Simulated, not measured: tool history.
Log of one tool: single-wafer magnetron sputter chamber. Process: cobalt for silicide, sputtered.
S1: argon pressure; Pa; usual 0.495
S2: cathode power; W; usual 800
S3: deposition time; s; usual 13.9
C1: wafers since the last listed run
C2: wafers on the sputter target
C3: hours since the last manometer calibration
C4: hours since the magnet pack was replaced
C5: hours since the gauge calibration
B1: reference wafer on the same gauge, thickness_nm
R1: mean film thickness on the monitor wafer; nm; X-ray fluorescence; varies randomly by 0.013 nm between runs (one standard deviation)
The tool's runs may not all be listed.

run	hour	S1	S2	S3	C1	C2	C3	C4	C5	B1	R1
1	0	0.54	800	13.9	0	13	1125.4	4167	423.8	6.09	5.083
2	11.1	0.54	800	13.9	308	321	1136.5	4178.1	434.9	6.089	5.068
3	25.4	0.54	800	13.9	397	719	1150.8	4192.4	449.2	6.095	5.05
4	34.4	0.495	800	13.9	250	969	1159.8	4201.4	458.2	6.089	5.116
5	45.1	0.495	800	13.9	297	1266	1170.5	4212.1	468.9	6.086	5.108
6	52.5	0.495	800	13.9	205	1472	1177.9	4219.5	476.3	6.086	5.096
7	61	0.495	750	13.9	236	1708	1186.4	4228	484.8	6.086	4.83
# hour 77.6: gauge calibrated
8	78.1	0.495	750	13.9	475	2183	1203.5	4245.1	0.5	6.094	4.831
# hour 87.2: capacitance manometer re-zeroed and calibrated
9	92.2	0.495	750	13.9	169	2353	5	4259.2	14.6	6.085	4.928
# hour 109.9: sputter target and shields replaced
10	110.4	0.495	800	11.7	283	13	23.2	4277.4	32.8	6.089	4.486
11	117.3	0.307	900	16.6	191	205	30.1	4284.3	39.7	6.09	7.454
12	135.2	0.564	700	13.9	497	702	48	4302.2	57.6	6.088	4.627
13	147.1	0.547	800	13.9	330	1033	59.9	4314.1	69.5	6.089	5.166
14	153.1	0.641	950	15.7	166	1200	65.9	4320.1	75.5	6.088	6.528
15	167.9	0.495	700	13.9	411	1611	80.7	4334.9	90.3	6.086	4.684
16	178.8	0.495	800	13.9	302	1914	91.6	4345.8	101.2	6.09	5.243
17	189.5	0.495	800	13.9	297	2211	102.3	4356.5	111.9	6.089	5.224
18	197.6	0.429	750	13.9	225	2436	110.4	4364.6	120	6.089	5.077
19	209	0.495	1000	13.9	316	2753	121.8	4376	131.4	6.09	6.297
# hour 230.3: magnet pack replaced
20	230.8	0.495	800	13.9	383	3137	143.6	0.5	153.2	6.091	5.2
# hour 241.4: sputter target and shields replaced
21	241.9	0.343	800	13.9	86	12	154.7	11.6	164.3	6.091	5.575
22	242.2	0.495	800	12.8	8	20	155	11.9	164.6	6.086	4.903
23	247.5	0.66	950	14.9	147	168	160.3	17.2	169.9	6.092	6.209
24	262.8	0.404	800	13.9	425	593	175.6	32.5	185.2	6.091	5.46
25	274.3	0.687	650	14.7	319	912	187.1	44	196.7	6.091	4.411
26	294.6	0.597	700	12	564	1477	207.4	64.3	217	6.088	3.921
27	301.8	0.495	800	12.8	200	1677	214.6	71.5	224.2	6.091	4.812
28	313.1	0.495	950	13.9	313	1991	225.9	82.8	235.5	6.089	6.054
29	326.2	0.598	800	12.9	364	2355	239	95.9	248.6	6.094	4.661
30	342.8	0.372	600	16.4	461	2816	255.6	112.5	265.2	6.086	5.088
# hour 367.5: sputter target and shields replaced
31	368	0.359	1000	13.9	477	13	280.8	137.7	290.4	6.088	6.732
32	373.6	0.441	800	13.9	155	168	286.4	143.3	296	6.093	5.416
33	389.7	0.645	700	11.8	447	616	302.5	159.4	312.1	6.089	3.817
34	396.1	0.495	800	13.9	177	793	308.9	165.8	318.5	6.088	5.263

Entry by entry between the runs, the difference in hidden state between the last listed run before and the first listed run after:
In the gap between runs 7 and 8: gauge calibrated (hour 77.6)
  deposition rate above that of a new target (%): -1.96 -> -2.14; true argon pressure above the setpoint (%): 12.9 -> 13.3
  measured value less the no-hidden-state value, R1: -0.206 -> -0.218 nm
In the gap between runs 8 and 9: capacitance manometer re-zeroed and calibrated (hour 87.2)
  deposition rate above that of a new target (%): -2.14 -> -2.23; true argon pressure above the setpoint (%): 13.3 -> -2.72
  measured value less the no-hidden-state value, R1: -0.218 -> -0.09 nm
In the gap between runs 9 and 10: sputter target and shields replaced (hour 109.9)
  deposition rate above that of a new target (%): -2.23 -> -0.205
  measured value less the no-hidden-state value, R1: -0.09 -> +0.012 nm
In the gap between runs 19 and 20: magnet pack replaced (hour 230.3)
  deposition rate above that of a new target (%): -2.24 -> -2.33; true argon pressure above the setpoint (%): -2.58 -> -2.53
  measured value less the no-hidden-state value, R1: -0.116 -> -0.101 nm
In the gap between runs 20 and 21: sputter target and shields replaced (hour 241.4)
  deposition rate above that of a new target (%): -2.33 -> -0.0994; true argon pressure above the setpoint (%): -2.53 -> -2.5
  measured value less the no-hidden-state value, R1: -0.101 -> +0.01 nm
In the gap between runs 30 and 31: sputter target and shields replaced (hour 367.5)
  deposition rate above that of a new target (%): -2.15 -> -0.167; true argon pressure above the setpoint (%): -2.12 -> -1.99
  measured value less the no-hidden-state value, R1: -0.098 -> +0.005 nm
